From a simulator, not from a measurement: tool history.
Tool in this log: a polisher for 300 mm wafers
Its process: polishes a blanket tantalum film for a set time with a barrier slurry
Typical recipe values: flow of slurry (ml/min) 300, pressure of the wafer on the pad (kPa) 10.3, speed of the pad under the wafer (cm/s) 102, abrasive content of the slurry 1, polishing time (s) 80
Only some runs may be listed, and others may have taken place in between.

run,hour,flow of slurry (ml/min),pressure of the wafer on the pad (kPa),speed of the pad under the wafer (cm/s),abrasive content of the slurry,polishing time (s),wafers since the last listed run,wafers polished on this pad,hours since the slurry nozzle was cleaned,hours since the head pressure was calibrated,hours since the slurry blender was calibrated,"incoming thickness of the incoming film, nm",film removed (nm)
1,0,300,10.3,102,1,94,0,195,141.3,966.2,200.5,390.1,119.2
# hour 55.3: worn pad replaced by a new one
2,81.1,300,10.3,102,1,94,579,194,222.4,1047.3,281.6,394.9,116.6
3,105.1,300,10.3,102,1,94,180,374,246.4,1071.3,305.6,394.8,118.2
# hour 123.7: worn pad replaced by a new one
4,129.9,235,10.3,102,1,80,156,46,271.2,1096.1,330.4,385.6,98
# hour 133.7: slurry blender recalibrated
# hour 139.8: head pressure recalibrated
5,164.2,235,10.3,102,1,80,227,274,305.5,24.4,30.5,397.8,98
6,180.8,235,10.3,102,1,80,124,399,322.1,41,47.1,393.4,98.2
7,195.1,300,10.3,102,1,71,107,506,336.4,55.3,61.4,387.7,86.9
# hour 196.6: slurry nozzle cleaned
# hour 199.7: worn pad replaced by a new one
8,207.5,300,10.3,102,1,71,62,58,10.9,67.7,73.8,384.9,91.1
9,229.8,300,6.9,120,0.75,80,167,226,33.2,90,96.1,394.2,69
10,265.1,350,10.3,102,1,80,265,491,68.5,125.3,131.4,387.2,102.9
# hour 280.4: worn pad replaced by a new one
11,288.7,300,10.3,66,1,80,147,62,92.1,148.9,155,389.2,67
12,320.4,300,10.3,118,1,80,238,300,123.8,180.6,186.7,382.6,119.4
13,335.2,300,10.3,102,1,80,111,411,138.6,195.4,201.5,389.3,100.6
14,358.1,395,10.3,102,1,94,172,584,161.5,218.3,224.4,390.7,120.3
# hour 368.2: worn pad replaced by a new one
15,377.4,300,10.3,102,1,80,115,69,180.8,237.6,243.7,390.8,101.6
16,396.2,300,8.3,128,0.75,80,141,210,199.6,256.4,262.5,395.3,85.1

Alternative continuations, all from the tool just after run 16; predict every row:
A,396.6,300,10.3,102,1,80,3,213,200,256.8,262.9,384.7,?
B,396.6,400,10.3,102,1,101,3,213,200,256.8,262.9,384.7,?
C,396.6,215,10.3,102,0.8,80,3,213,200,256.8,262.9,384.7,?

run,film removed (nm)
A,100.3
B,129.7
C,84.7
Without the tool's hidden state the same runs would have given:
run,film removed (nm)
A,102.6
B,132.1
C,87.2
